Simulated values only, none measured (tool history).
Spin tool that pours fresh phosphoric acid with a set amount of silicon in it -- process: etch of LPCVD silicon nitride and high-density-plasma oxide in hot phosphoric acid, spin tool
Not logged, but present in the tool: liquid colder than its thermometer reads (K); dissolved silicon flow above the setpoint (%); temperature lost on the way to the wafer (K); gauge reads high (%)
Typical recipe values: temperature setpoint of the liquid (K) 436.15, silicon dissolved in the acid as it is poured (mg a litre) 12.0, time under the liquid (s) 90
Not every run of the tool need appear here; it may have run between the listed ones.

run,day,temperature setpoint of the liquid (K),silicon dissolved in the acid as it is poured (mg a litre),time under the liquid (s),wafers since the last listed run,hours since the thermometer was replaced,hours since the dissolved silicon flow meter was replaced,hours since the heated supply line was repaired,hours since the gauge calibration,"read-back film thickness of the LPCVD silicon nitride reference wafer, read on the same gauge (nm)","read-back film thickness of the high-density-plasma oxide reference wafer, read on the same gauge (nm)",thickness taken off the LPCVD silicon nitride on a monitor wafer (angstrom),thickness taken off the high-density-plasma oxide on a monitor wafer (angstrom)
1,0.000,435.15,12.0,90,0,2530.4,448.0,1474.0,0.8,49.98,79.991,65.8,1.92
2,0.304,436.15,3.5,75,62,2537.7,455.3,1481.3,8.1,50.00,79.978,57.1,2.08
3,1.038,438.65,18.5,115,150,2555.3,472.9,1498.9,25.7,50.00,79.989,94.7,3.25
# day 1.329: dissolved silicon flow meter replaced
4,1.542,436.15,12.0,50,94,2567.4,5.1,1511.0,37.8,49.99,79.997,38.0,1.42
5,1.946,438.65,12.0,110,82,2577.1,14.8,1520.7,47.5,49.99,79.996,90.8,2.77
# day 2.496: heated supply line repaired
6,2.592,436.15,12.0,90,123,2592.6,30.3,2.3,63.0,50.03,79.972,67.5,2.26
7,3.271,438.65,21.0,75,139,2608.9,46.6,18.6,79.3,50.02,79.991,61.9,1.82
8,3.646,436.15,17.0,90,76,2617.9,55.6,27.6,88.3,50.00,80.012,67.7,2.01
9,4.221,436.15,12.0,90,117,2631.7,69.4,41.4,102.1,49.99,80.026,68.2,2.79
10,4.579,433.65,2.5,120,73,2640.3,78.0,50.0,110.7,50.00,79.969,82.2,3.01
# day 5.958: thermometer replaced
11,6.792,438.65,4.5,40,444,20.0,131.1,103.1,163.8,49.98,80.023,35.7,1.66
12,7.354,436.15,12.0,90,115,33.5,144.6,116.6,177.3,50.01,80.028,73.5,3.01
13,7.642,433.15,6.0,90,58,40.4,151.5,123.5,184.2,50.03,79.963,66.5,2.86
14,7.942,436.15,12.0,40,61,47.6,158.7,130.7,191.4,49.98,80.007,32.8,1.20
15,8.683,438.65,21.0,130,151,65.4,176.5,148.5,209.2,50.04,80.027,115.9,3.71
16,9.425,437.15,2.5,90,151,83.2,194.3,166.3,227.0,49.97,80.000,76.3,3.76
17,9.858,436.15,12.0,120,88,93.6,204.7,176.7,237.4,49.96,80.026,98.5,3.73
18,10.421,437.15,12.0,60,115,107.1,218.2,190.2,250.9,49.99,80.006,50.5,1.71
19,10.933,438.65,5.5,50,104,119.4,230.5,202.5,263.2,49.99,79.985,44.5,2.02
20,11.288,436.15,17.0,90,72,127.9,239.0,211.0,271.7,49.99,79.996,73.5,2.23
21,11.554,436.15,18.0,145,54,134.3,245.4,217.4,278.1,49.97,79.988,118.1,3.83

Branching from run 21: 4 alternative next runs. What would each branch give?
A,11.571,436.15,5.5,90,3,134.7,245.8,217.8,278.5,?,?,?,?
B,11.571,436.15,12.0,75,3,134.7,245.8,217.8,278.5,?,?,?,?
C,11.571,433.15,18.5,135,3,134.7,245.8,217.8,278.5,?,?,?,?
D,11.571,433.15,12.0,90,3,134.7,245.8,217.8,278.5,?,?,?,?

run,"read-back film thickness of the LPCVD silicon nitride reference wafer, read on the same gauge (nm)","read-back film thickness of the high-density-plasma oxide reference wafer, read on the same gauge (nm)",thickness taken off the LPCVD silicon nitride on a monitor wafer (angstrom),thickness taken off the high-density-plasma oxide on a monitor wafer (angstrom)
A,49.97,80.035,73.1,3.49
B,49.97,80.035,60.9,2.52
C,49.97,80.035,99.1,3.09
D,49.97,80.035,66.1,2.43
Take away the tool's hidden state, keep each run's random variation, and the runs would have read:
run,thickness taken off the LPCVD silicon nitride on a monitor wafer (angstrom),thickness taken off the high-density-plasma oxide on a monitor wafer (angstrom)
A,74.1,3.60
B,61.8,2.61
C,100.6,3.19
D,67.1,2.51
